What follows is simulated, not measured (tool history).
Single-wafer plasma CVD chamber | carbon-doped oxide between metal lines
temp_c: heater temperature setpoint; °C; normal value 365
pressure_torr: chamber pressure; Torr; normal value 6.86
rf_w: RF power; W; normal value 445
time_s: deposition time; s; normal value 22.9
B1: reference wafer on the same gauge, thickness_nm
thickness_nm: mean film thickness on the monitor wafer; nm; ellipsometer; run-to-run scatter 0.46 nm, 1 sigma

{"run": 1, "hour": 0.0, "temp_c": 373, "pressure_torr": 6.86, "rf_w": 445, "time_s": 22.9, "B1": 106.004, "thickness_nm": 108.927}
{"run": 2, "hour": 38.8, "temp_c": 365, "pressure_torr": 6.86, "rf_w": 445, "time_s": 22.9, "B1": 105.925, "thickness_nm": 111.206}
{"run": 3, "hour": 61.9, "temp_c": 365, "pressure_torr": 6.86, "rf_w": 445, "time_s": 22.9, "B1": 105.961, "thickness_nm": 110.014}
{"hour": 92.5, "done": "thermocouple changed; heater temperature recalibrated"}
{"run": 4, "hour": 93.0, "temp_c": 365, "pressure_torr": 6.86, "rf_w": 445, "time_s": 22.9, "B1": 105.83, "thickness_nm": 110.238}
{"hour": 117.3, "done": "showerhead replaced"}
{"run": 5, "hour": 117.8, "temp_c": 365, "pressure_torr": 6.86, "rf_w": 445, "time_s": 22.9, "B1": 106.091, "thickness_nm": 110.331}
{"run": 6, "hour": 135.7, "temp_c": 365, "pressure_torr": 6.86, "rf_w": 445, "time_s": 22.9, "B1": 106.008, "thickness_nm": 110.597}
{"run": 7, "hour": 153.1, "temp_c": 365, "pressure_torr": 6.86, "rf_w": 500, "time_s": 22.9, "B1": 105.997, "thickness_nm": 120.821}
{"run": 8, "hour": 178.7, "temp_c": 365, "pressure_torr": 6.86, "rf_w": 500, "time_s": 22.9, "B1": 105.89, "thickness_nm": 120.813}
{"run": 9, "hour": 210.3, "temp_c": 365, "pressure_torr": 6.86, "rf_w": 500, "time_s": 22.9, "B1": 106.027, "thickness_nm": 120.738}
{"hour": 233.8, "done": "capacitance manometer re-zeroed and calibrated"}
{"run": 10, "hour": 236.0, "temp_c": 365, "pressure_torr": 6.86, "rf_w": 445, "time_s": 22.9, "B1": 105.946, "thickness_nm": 109.678}
{"hour": 253.5, "done": "gauge calibrated"}
{"run": 11, "hour": 253.9, "temp_c": 365, "pressure_torr": 6.86, "rf_w": 445, "time_s": 22.9, "B1": 105.975, "thickness_nm": 109.687}
{"run": 12, "hour": 282.8, "temp_c": 369, "pressure_torr": 7.78, "rf_w": 530, "time_s": 22.9, "B1": 106.071, "thickness_nm": 125.151}
{"run": 13, "hour": 313.7, "temp_c": 365, "pressure_torr": 6.86, "rf_w": 385, "time_s": 25.1, "B1": 105.919, "thickness_nm": 106.644}
{"hour": 328.7, "done": "RF generator calibrated"}
{"run": 14, "hour": 329.2, "temp_c": 365, "pressure_torr": 8.48, "rf_w": 445, "time_s": 22.9, "B1": 106.075, "thickness_nm": 107.022}
{"run": 15, "hour": 347.7, "temp_c": 365, "pressure_torr": 6.86, "rf_w": 445, "time_s": 18.4, "B1": 106.117, "thickness_nm": 85.282}
{"run": 16, "hour": 360.8, "temp_c": 351, "pressure_torr": 6.16, "rf_w": 410, "time_s": 22.9, "B1": 106.036, "thickness_nm": 101.279}
{"run": 17, "hour": 387.8, "temp_c": 365, "pressure_torr": 5.57, "rf_w": 445, "time_s": 25.6, "B1": 105.875, "thickness_nm": 115.208}
{"run": 18, "hour": 419.8, "temp_c": 365, "pressure_torr": 6.86, "rf_w": 445, "time_s": 22.9, "B1": 106.042, "thickness_nm": 106.082}
{"run": 19, "hour": 439.9, "temp_c": 365, "pressure_torr": 6.86, "rf_w": 445, "time_s": 22.9, "B1": 106.02, "thickness_nm": 104.254}
{"run": 20, "hour": 465.4, "temp_c": 365, "pressure_torr": 6.86, "rf_w": 445, "time_s": 21.7, "B1": 105.95, "thickness_nm": 99.653}
{"run": 21, "hour": 493.2, "temp_c": 356, "pressure_torr": 5.57, "rf_w": 415, "time_s": 24.2, "B1": 106.017, "thickness_nm": 104.373}
{"run": 22, "hour": 510.3, "temp_c": 378, "pressure_torr": 8.56, "rf_w": 470, "time_s": 22.9, "B1": 106.051, "thickness_nm": 108.229}
{"hour": 536.3, "done": "RF generator calibrated, repeated, since the last time left the tool worse"}
{"run": 23, "hour": 536.8, "temp_c": 365, "pressure_torr": 7.5, "rf_w": 445, "time_s": 22.9, "B1": 106.02, "thickness_nm": 115.708}
{"run": 24, "hour": 561.4, "temp_c": 365, "pressure_torr": 6.08, "rf_w": 445, "time_s": 22.9, "B1": 105.978, "thickness_nm": 114.15}
{"run": 25, "hour": 585.4, "temp_c": 377, "pressure_torr": 6.86, "rf_w": 445, "time_s": 19.0, "B1": 106.054, "thickness_nm": 92.575}
{"run": 26, "hour": 605.8, "temp_c": 365, "pressure_torr": 6.86, "rf_w": 445, "time_s": 22.9, "B1": 106.085, "thickness_nm": 114.132}
{"run": 27, "hour": 628.0, "temp_c": 351, "pressure_torr": 5.95, "rf_w": 385, "time_s": 25.5, "B1": 106.024, "thickness_nm": 116.369}
{"run": 28, "hour": 660.6, "temp_c": 365, "pressure_torr": 6.02, "rf_w": 445, "time_s": 25.6, "B1": 106.024, "thickness_nm": 127.08}

4 ways to go on from here, each from the tool as it stands after run 28. What would each give?
{"run": "A", "hour": 661.0, "temp_c": 365, "pressure_torr": 6.86, "rf_w": 445, "time_s": 22.9, "B1": "?", "thickness_nm": "?"}
{"run": "B", "hour": 661.0, "temp_c": 358, "pressure_torr": 6.86, "rf_w": 445, "time_s": 22.9, "B1": "?", "thickness_nm": "?"}
{"run": "C", "hour": 661.0, "temp_c": 374, "pressure_torr": 6.86, "rf_w": 385, "time_s": 22.9, "B1": "?", "thickness_nm": "?"}
{"run": "D", "hour": 661.0, "temp_c": 379, "pressure_torr": 6.86, "rf_w": 445, "time_s": 22.9, "B1": "?", "thickness_nm": "?"}

run=A B1=105.899 thickness_nm=114.123
run=B B1=105.899 thickness_nm=115.997
run=C B1=105.899 thickness_nm=99.675
run=D B1=105.899 thickness_nm=110.789
Stripped of hidden state, with their random variation kept, the same runs would have yielded:
run=A thickness_nm=114.281
run=B thickness_nm=116.158
run=C thickness_nm=99.819
run=D thickness_nm=110.943
